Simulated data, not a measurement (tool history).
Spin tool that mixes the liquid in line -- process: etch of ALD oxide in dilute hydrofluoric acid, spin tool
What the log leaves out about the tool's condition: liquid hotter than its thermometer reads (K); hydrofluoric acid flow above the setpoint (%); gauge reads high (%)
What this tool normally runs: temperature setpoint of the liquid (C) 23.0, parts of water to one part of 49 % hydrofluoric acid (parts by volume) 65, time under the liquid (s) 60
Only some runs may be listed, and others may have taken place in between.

| run | hour | temperature setpoint of the liquid (C) | parts of water to one part of 49 % hydrofluoric acid (parts by volume) | time under the liquid (s) | wafers since the last listed run | hours since the thermometer was replaced | hours since the hydrofluoric acid flow meter was replaced | hours since the gauge calibration | read-back film thickness of the ALD oxide reference wafer, read on the same gauge (nm) | thickness taken off the ALD oxide on a monitor wafer (angstrom) |
|---|---|---|---|---|---|---|---|---|---|---|
| 1 | 0.0 | 23.0 | 65 | 70 | 0 | 1624.6 | 361.0 | 557.6 | 90.00 | 184.2 |
| 2 | 63.3 | 23.0 | 65 | 70 | 562 | 1687.9 | 424.3 | 620.9 | 90.01 | 185.7 |
| 3 | 141.2 | 23.0 | 65 | 60 | 692 | 1765.8 | 502.2 | 698.8 | 90.03 | 161.0 |
| 4 | 184.6 | 23.0 | 65 | 60 | 385 | 1809.2 | 545.6 | 742.2 | 90.00 | 160.4 |
| 5 | 228.9 | 23.0 | 65 | 60 | 393 | 1853.5 | 589.9 | 786.5 | 89.99 | 159.0 |
| 6 | 329.5 | 23.0 | 65 | 50 | 894 | 1954.1 | 690.5 | 887.1 | 90.00 | 134.0 |
| 7 | 436.3 | 23.0 | 65 | 50 | 949 | 2060.9 | 797.3 | 993.9 | 90.00 | 134.9 |
| 8 | 684.9 | 23.0 | 65 | 50 | 2209 | 2309.5 | 1045.9 | 1242.5 | 90.01 | 134.2 |
| 9 | 738.1 | 23.0 | 65 | 60 | 472 | 2362.7 | 1099.1 | 1295.7 | 90.02 | 162.0 |
| 10 | 776.1 | 23.0 | 65 | 60 | 337 | 2400.7 | 1137.1 | 1333.7 | 89.99 | 164.0 |
|  | 805.1 | gauge calibrated |
| 11 | 829.9 | 23.0 | 65 | 60 | 478 | 2454.5 | 1190.9 | 24.8 | 89.99 | 160.5 |
| 12 | 926.5 | 24.5 | 85 | 60 | 858 | 2551.1 | 1287.5 | 121.4 | 89.98 | 128.9 |
| 13 | 976.0 | 25.0 | 35 | 75 | 440 | 2600.6 | 1337.0 | 170.9 | 90.00 | 431.8 |
| 14 | 1077.0 | 23.0 | 65 | 60 | 897 | 2701.6 | 1438.0 | 271.9 | 90.00 | 163.9 |
|  | 1081.2 | thermometer replaced |
| 15 | 1162.2 | 25.0 | 65 | 40 | 748 | 81.0 | 1523.2 | 357.1 | 90.00 | 111.0 |
| 16 | 1445.0 | 18.0 | 75 | 60 | 2513 | 363.8 | 1806.0 | 639.9 | 89.99 | 107.8 |
| 17 | 1522.0 | 21.0 | 75 | 40 | 684 | 440.8 | 1883.0 | 716.9 | 90.00 | 80.4 |
|  | 1528.2 | hydrofluoric acid flow meter replaced |
| 18 | 1585.4 | 23.0 | 40 | 85 | 554 | 504.2 | 57.2 | 780.3 | 90.00 | 366.0 |
| 19 | 1664.7 | 18.5 | 45 | 85 | 704 | 583.5 | 136.5 | 859.6 | 90.01 | 264.9 |
| 20 | 1738.9 | 23.0 | 65 | 60 | 659 | 657.7 | 210.7 | 933.8 | 90.00 | 154.8 |
| 21 | 1786.5 | 23.0 | 65 | 60 | 423 | 705.3 | 258.3 | 981.4 | 90.01 | 153.4 |
| 22 | 1869.4 | 26.5 | 85 | 75 | 736 | 788.2 | 341.2 | 1064.3 | 89.98 | 164.9 |
| 23 | 1959.0 | 23.0 | 65 | 90 | 796 | 877.8 | 430.8 | 1153.9 | 90.00 | 231.1 |
| 24 | 2060.5 | 20.5 | 40 | 45 | 902 | 979.3 | 532.3 | 1255.4 | 90.02 | 174.6 |
| 25 | 2160.1 | 23.0 | 65 | 60 | 885 | 1078.9 | 631.9 | 1355.0 | 90.00 | 153.4 |

Each row is a separate what-if for the run after 25, all from the same tool condition, not one after another. Results?
| A | 2160.5 | 23.0 | 65 | 40 | 3 | 1079.3 | 632.3 | 1355.4 | ? | ? |
| B | 2160.5 | 24.5 | 90 | 70 | 3 | 1079.3 | 632.3 | 1355.4 | ? | ? |
| C | 2160.5 | 23.0 | 40 | 60 | 3 | 1079.3 | 632.3 | 1355.4 | ? | ? |
| D | 2160.5 | 18.5 | 40 | 45 | 3 | 1079.3 | 632.3 | 1355.4 | ? | ? |
| E | 2160.5 | 20.0 | 40 | 30 | 3 | 1079.3 | 632.3 | 1355.4 | ? | ? |

| run | read-back film thickness of the ALD oxide reference wafer, read on the same gauge (nm) | thickness taken off the ALD oxide on a monitor wafer (angstrom) |
|---|---|---|
| A | 90.00 | 103.7 |
| B | 90.00 | 134.8 |
| C | 90.00 | 261.3 |
| D | 90.00 | 162.0 |
| E | 90.00 | 115.2 |
Without the tool's hidden state the same runs would have given:
| run | thickness taken off the ALD oxide on a monitor wafer (angstrom) |
|---|---|
| A | 99.9 |
| B | 130.0 |
| C | 251.5 |
| D | 155.7 |
| E | 110.7 |

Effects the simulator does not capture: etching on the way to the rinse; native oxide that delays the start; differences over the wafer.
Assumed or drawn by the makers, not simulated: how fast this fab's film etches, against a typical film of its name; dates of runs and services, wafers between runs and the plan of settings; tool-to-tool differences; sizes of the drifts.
